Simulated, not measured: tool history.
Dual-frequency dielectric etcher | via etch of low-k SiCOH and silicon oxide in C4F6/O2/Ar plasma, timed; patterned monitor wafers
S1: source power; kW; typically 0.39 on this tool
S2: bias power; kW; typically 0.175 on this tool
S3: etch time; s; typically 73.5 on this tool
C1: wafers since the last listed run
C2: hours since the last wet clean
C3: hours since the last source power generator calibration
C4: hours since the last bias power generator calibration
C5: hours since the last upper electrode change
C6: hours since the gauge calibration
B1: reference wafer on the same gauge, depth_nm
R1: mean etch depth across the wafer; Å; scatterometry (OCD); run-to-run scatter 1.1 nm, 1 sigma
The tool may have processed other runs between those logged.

Run 1, hour 0: usual settings but S3 60 s; C1 0; C2 534.3; C3 1509.2; C4 1178.4; C5 4177.6; C6 564.2; B1 198.9. Result: R1 1515 Å.
At hour 10.7: wet clean of the chamber.
Run 2, hour 70.9: usual settings but S3 60 s; C1 486; C2 60.2; C3 1580.1; C4 1249.3; C5 4248.5; C6 635.1; B1 199.1. Result: R1 1539 Å.
Run 3, hour 94.5: usual settings; C1 190; C2 83.8; C3 1603.7; C4 1272.9; C5 4272.1; C6 658.7; B1 199. Result: R1 1910 Å.
Run 4, hour 110.2: usual settings; C1 126; C2 99.5; C3 1619.4; C4 1288.6; C5 4287.8; C6 674.4; B1 199.1. Result: R1 1890 Å.
Run 5, hour 127.8: usual settings; C1 142; C2 117.1; C3 1637; C4 1306.2; C5 4305.4; C6 692; B1 199.1. Result: R1 1884 Å.
Run 6, hour 152.4: usual settings; C1 198; C2 141.7; C3 1661.6; C4 1330.8; C5 4330; C6 716.6; B1 198.9. Result: R1 1899 Å.
Run 7, hour 181.9: usual settings; C1 238; C2 171.2; C3 1691.1; C4 1360.3; C5 4359.5; C6 746.1; B1 198.8. Result: R1 1890 Å.
Run 8, hour 225.2: usual settings; C1 349; C2 214.5; C3 1734.4; C4 1403.6; C5 4402.8; C6 789.4; B1 198.7. Result: R1 1901 Å.
At hour 237.2: source power generator calibrated.
At hour 240.5: gauge calibrated.
Run 9, hour 245.6: usual settings but S2 0.144 kW, S3 90.5 s; C1 132; C2 234.9; C3 8.4; C4 1424; C5 4423.2; C6 5.1; B1 199. Result: R1 2264 Å.
Run 10, hour 265.5: usual settings but S2 0.144 kW, S3 90.5 s; C1 160; C2 254.8; C3 28.3; C4 1443.9; C5 4443.1; C6 25; B1 199.2. Result: R1 2243 Å.
Run 11, hour 297.9: usual settings but S3 65 s; C1 261; C2 287.2; C3 60.7; C4 1476.3; C5 4475.5; C6 57.4; B1 199.2. Result: R1 1665 Å.
Run 12, hour 314.4: usual settings; C1 133; C2 303.7; C3 77.2; C4 1492.8; C5 4492; C6 73.9; B1 198.8. Result: R1 1896 Å.
At hour 346.6: upper electrode replaced, of another model than before.
Run 13, hour 347.1: usual settings; C1 70; C2 336.4; C3 109.9; C4 1525.5; C5 0.5; C6 106.6; B1 198.9. Result: R1 1879 Å.
Run 14, hour 375.3: usual settings; C1 227; C2 364.6; C3 138.1; C4 1553.7; C5 28.7; C6 134.8; B1 199. Result: R1 1870 Å.
Run 15, hour 388.1: usual settings but S1 0.32 kW, S2 0.198 kW; C1 103; C2 377.4; C3 150.9; C4 1566.5; C5 41.5; C6 147.6; B1 199. Result: R1 1759 Å.
At hour 464.2: wet clean of the chamber.
Run 16, hour 464.7: usual settings; C1 425; C2 0.5; C3 227.5; C4 1643.1; C5 118.1; C6 224.2; B1 199. Result: R1 1902 Å.
At hour 490.6: bias power generator calibrated.
Run 17, hour 494.7: usual settings; C1 210; C2 30.5; C3 257.5; C4 4.1; C5 148.1; C6 254.2; B1 199. Result: R1 1921 Å.
Run 18, hour 525.7: usual settings; C1 250; C2 61.5; C3 288.5; C4 35.1; C5 179.1; C6 285.2; B1 199.1. Result: R1 1928 Å.
Run 19, hour 542.5: usual settings but S1 0.46 kW, S2 0.199 kW; C1 135; C2 78.3; C3 305.3; C4 51.9; C5 195.9; C6 302; B1 199.1. Result: R1 2047 Å.
Run 20, hour 571.3: usual settings but S1 0.33 kW; C1 232; C2 107.1; C3 334.1; C4 80.7; C5 224.7; C6 330.8; B1 198.9. Result: R1 1807 Å.
Run 21, hour 597.4: usual settings but S1 0.32 kW, S2 0.148 kW, S3 64.5 s; C1 210; C2 133.2; C3 360.2; C4 106.8; C5 250.8; C6 356.9; B1 198.9. Result: R1 1505 Å.
Run 22, hour 617.3: usual settings but S2 0.16 kW, S3 56 s; C1 160; C2 153.1; C3 380.1; C4 126.7; C5 270.7; C6 376.8; B1 199.2. Result: R1 1428 Å.
Run 23, hour 638.4: usual settings but S1 0.43 kW, S2 0.216 kW, S3 85 s; C1 170; C2 174.2; C3 401.2; C4 147.8; C5 291.8; C6 397.9; B1 198.8. Result: R1 2293 Å.
Run 24, hour 650.8: usual settings but S1 0.35 kW, S2 0.207 kW, S3 83.5 s; C1 100; C2 186.6; C3 413.6; C4 160.2; C5 304.2; C6 410.3; B1 199. Result: R1 2111 Å.
Run 25, hour 690.6: usual settings but S1 0.36 kW, S2 0.209 kW, S3 81 s; C1 321; C2 226.4; C3 453.4; C4 200; C5 344; C6 450.1; B1 198.9. Result: R1 2044 Å.
Run 26, hour 724.9: usual settings but S1 0.33 kW, S2 0.135 kW, S3 80 s; C1 277; C2 260.7; C3 487.7; C4 234.3; C5 378.3; C6 484.4; B1 198.9. Result: R1 1877 Å.
Run 27, hour 741.4: usual settings but S3 60.5 s; C1 133; C2 277.2; C3 504.2; C4 250.8; C5 394.8; C6 500.9; B1 198.8. Result: R1 1553 Å.
Run 28, hour 770.3: usual settings but S1 0.31 kW; C1 233; C2 306.1; C3 533.1; C4 279.7; C5 423.7; C6 529.8; B1 199. Result: R1 1733 Å.
Run 29, hour 786.2: usual settings but S2 0.214 kW, S3 90.5 s; C1 128; C2 322; C3 549; C4 295.6; C5 439.6; C6 545.7; B1 199.3. Result: R1 2376 Å.

Consider 5 possible next runs. They are alternatives, not a sequence: every one starts from the tool as it was left by run 29. What does each give?
Run A, hour 786.6: usual settings but S2 0.208 kW; C1 3; C2 322.4; C3 549.4; C4 296; C5 440; C6 546.1; B1 ?. Result: R1 ?.
Run B, hour 786.6: usual settings but S1 0.46 kW, S2 0.152 kW, S3 93.5 s; C1 3; C2 322.4; C3 549.4; C4 296; C5 440; C6 546.1; B1 ?. Result: R1 ?.
Run C, hour 786.6: usual settings but S1 0.32 kW, S2 0.205 kW, S3 56 s; C1 3; C2 322.4; C3 549.4; C4 296; C5 440; C6 546.1; B1 ?. Result: R1 ?.
Run D, hour 786.6: usual settings but S2 0.155 kW, S3 65.5 s; C1 3; C2 322.4; C3 549.4; C4 296; C5 440; C6 546.1; B1 ?. Result: R1 ?.
Run E, hour 786.6: usual settings but S1 0.29 kW; C1 3; C2 322.4; C3 549.4; C4 296; C5 440; C6 546.1; B1 ?. Result: R1 ?.

run     B1    R1
  A  198.8  1920
  B  198.8  2509
  C  198.8  1359
  D  198.8  1657
  E  198.8  1692
The same runs, with their run-to-run variation unchanged, on a tool lacking any hidden condition would have given:
run    R1
  A  1948
  B  2546
  C  1379
  D  1681
  E  1717
